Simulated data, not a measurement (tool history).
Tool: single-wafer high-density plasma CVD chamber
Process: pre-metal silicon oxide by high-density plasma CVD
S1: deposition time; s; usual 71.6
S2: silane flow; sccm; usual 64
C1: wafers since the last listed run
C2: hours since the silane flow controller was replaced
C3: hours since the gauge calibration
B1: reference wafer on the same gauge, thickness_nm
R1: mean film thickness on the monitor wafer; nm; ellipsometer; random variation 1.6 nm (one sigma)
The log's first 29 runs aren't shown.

Run 30, hour 783.2: usual settings but S1 58.2 s, S2 70 sccm; C1 779; C2 202.9; C3 64.5; B1 500.914. Result: R1 403.846 nm.
Run 31, hour 799.4: usual settings but S1 63.8 s, S2 58 sccm; C1 361; C2 219.1; C3 80.7; B1 501.109. Result: R1 367.264 nm.
Run 32, hour 819.7: usual settings; C1 453; C2 239.4; C3 101; B1 501.053. Result: R1 454.762 nm.
Run 33, hour 845.5: usual settings but S1 76.1 s, S2 53 sccm; C1 576; C2 265.2; C3 126.8; B1 501.174. Result: R1 403.686 nm.
Run 34, hour 876.7: usual settings but S1 84.7 s, S2 71 sccm; C1 696; C2 296.4; C3 158; B1 500.971. Result: R1 597.726 nm.
Run 35, hour 897.1: usual settings but S1 77.6 s; C1 455; C2 316.8; C3 178.4; B1 500.928. Result: R1 493.275 nm.
Run 36, hour 922.3: usual settings but S1 59 s, S2 76 sccm; C1 562; C2 342; C3 203.6; B1 501.094. Result: R1 447.691 nm.
Run 37, hour 947.3: usual settings but S1 66.7 s, S2 70 sccm; C1 558; C2 367; C3 228.6; B1 500.832. Result: R1 464.746 nm.
Run 38, hour 965.9: usual settings; C1 415; C2 385.6; C3 247.2; B1 500.654. Result: R1 454.766 nm.
Run 39, hour 982.4: usual settings; C1 368; C2 402.1; C3 263.7; B1 500.927. Result: R1 456.368 nm.
Run 40, hour 1076.6: usual settings; C1 2103; C2 496.3; C3 357.9; B1 500.995. Result: R1 458.489 nm.
Run 41, hour 1101.4: usual settings but S1 63 s, S2 54 sccm; C1 553; C2 521.1; C3 382.7; B1 500.887. Result: R1 335.991 nm.
Run 42, hour 1122.5: usual settings but S1 60.8 s, S2 59 sccm; C1 471; C2 542.2; C3 403.8; B1 501.014. Result: R1 358.274 nm.
Run 43, hour 1142.8: usual settings but S1 58.6 s, S2 68 sccm; C1 453; C2 562.5; C3 424.1; B1 501.157. Result: R1 397.269 nm.
Run 44, hour 1163: usual settings but S1 76.5 s; C1 451; C2 582.7; C3 444.3; B1 500.812. Result: R1 487.593 nm.
Run 45, hour 1194.1: usual settings but S1 82.9 s; C1 694; C2 613.8; C3 475.4; B1 501.032. Result: R1 526.375 nm.

Forecast each of these 5 alternatives for the next run:
Run A, hour 1194.5: usual settings but S2 53 sccm; C1 8; C2 614.2; C3 475.8; B1 ?. Result: R1 ?.
Run B, hour 1194.5: usual settings but S1 64.2 s, S2 69 sccm; C1 8; C2 614.2; C3 475.8; B1 ?. Result: R1 ?.
Run C, hour 1194.5: usual settings but S2 57 sccm; C1 8; C2 614.2; C3 475.8; B1 ?. Result: R1 ?.
Run D, hour 1194.5: usual settings but S1 60.5 s, S2 60 sccm; C1 8; C2 614.2; C3 475.8; B1 ?. Result: R1 ?.
Run E, hour 1194.5: usual settings but S1 64.7 s, S2 72 sccm; C1 8; C2 614.2; C3 475.8; B1 ?. Result: R1 ?.

run       B1       R1
  A  501.156  375.807
  B  501.156  438.692
  C  501.156   404.17
  D  501.156  359.486
  E  501.156  461.331
Without the tool's hidden state the same runs would have given:
run       R1
  A  377.183
  B  440.298
  C   405.65
  D  360.803
  E   463.02

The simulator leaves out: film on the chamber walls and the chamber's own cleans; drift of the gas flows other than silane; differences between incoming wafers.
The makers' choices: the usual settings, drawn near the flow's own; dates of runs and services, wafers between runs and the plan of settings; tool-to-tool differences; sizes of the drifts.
